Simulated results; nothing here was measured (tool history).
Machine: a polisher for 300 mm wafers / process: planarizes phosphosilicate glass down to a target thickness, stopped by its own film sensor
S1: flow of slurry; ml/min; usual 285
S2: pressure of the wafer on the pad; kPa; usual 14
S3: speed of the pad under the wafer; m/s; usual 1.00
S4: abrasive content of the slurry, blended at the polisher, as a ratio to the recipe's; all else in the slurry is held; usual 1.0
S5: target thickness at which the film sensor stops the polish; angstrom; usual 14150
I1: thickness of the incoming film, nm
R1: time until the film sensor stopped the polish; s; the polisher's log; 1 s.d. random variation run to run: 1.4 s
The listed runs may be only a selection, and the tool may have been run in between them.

{"run": 1, "hour": 0.0, "S1": 285, "S2": 14, "S3": 1.0, "S4": 1.0, "S5": 14150, "I1": 2121.5, "R1": 144.5}
{"hour": 6.0, "done": "worn pad replaced by a new one"}
{"run": 2, "hour": 12.3, "S1": 285, "S2": 14, "S3": 1.0, "S4": 1.0, "S5": 14150, "I1": 2043.2, "R1": 128.2}
{"run": 3, "hour": 20.0, "S1": 285, "S2": 14, "S3": 1.0, "S4": 1.0, "S5": 14150, "I1": 2067.5, "R1": 134.6}
{"run": 4, "hour": 27.5, "S1": 285, "S2": 14, "S3": 1.0, "S4": 1.0, "S5": 14150, "I1": 2078.7, "R1": 138.7}
{"run": 5, "hour": 44.8, "S1": 285, "S2": 14, "S3": 1.0, "S4": 1.0, "S5": 15010, "I1": 2083.5, "R1": 123.9}
{"run": 6, "hour": 61.2, "S1": 285, "S2": 14, "S3": 1.0, "S4": 1.0, "S5": 15010, "I1": 2078.4, "R1": 118.6}
{"run": 7, "hour": 78.6, "S1": 350, "S2": 14, "S3": 0.8, "S4": 1.0, "S5": 14150, "I1": 2052.9, "R1": 147.3}
{"hour": 84.0, "done": "worn pad replaced by a new one"}
{"hour": 85.3, "done": "head pressure recalibrated"}
{"run": 8, "hour": 88.7, "S1": 285, "S2": 14, "S3": 1.0, "S4": 1.0, "S5": 14150, "I1": 2069.7, "R1": 127.2}
{"run": 9, "hour": 95.1, "S1": 285, "S2": 14, "S3": 1.0, "S4": 1.0, "S5": 14150, "I1": 2057.1, "R1": 124.6}
{"run": 10, "hour": 103.2, "S1": 285, "S2": 14, "S3": 1.0, "S4": 1.0, "S5": 14150, "I1": 2078.0, "R1": 130.6}
{"run": 11, "hour": 114.8, "S1": 285, "S2": 14, "S3": 1.0, "S4": 1.0, "S5": 14150, "I1": 2045.0, "R1": 123.8}
{"run": 12, "hour": 125.8, "S1": 325, "S2": 14, "S3": 1.18, "S4": 0.8, "S5": 14150, "I1": 2087.6, "R1": 134.3}

What will run 13 give?
{"hour": 157.3, "done": "worn pad replaced by a new one"}
{"hour": 177.0, "done": "slurry blender recalibrated"}
{"run": 13, "hour": 177.5, "S1": 285, "S2": 14, "S3": 1.0, "S4": 1.0, "S5": 14150, "I1": 2042.3, "R1": "?"}

Run 13 produced R1 121.9 s.
The same run, on a tool lacking any hidden state, would have yielded R1 122.1 s.

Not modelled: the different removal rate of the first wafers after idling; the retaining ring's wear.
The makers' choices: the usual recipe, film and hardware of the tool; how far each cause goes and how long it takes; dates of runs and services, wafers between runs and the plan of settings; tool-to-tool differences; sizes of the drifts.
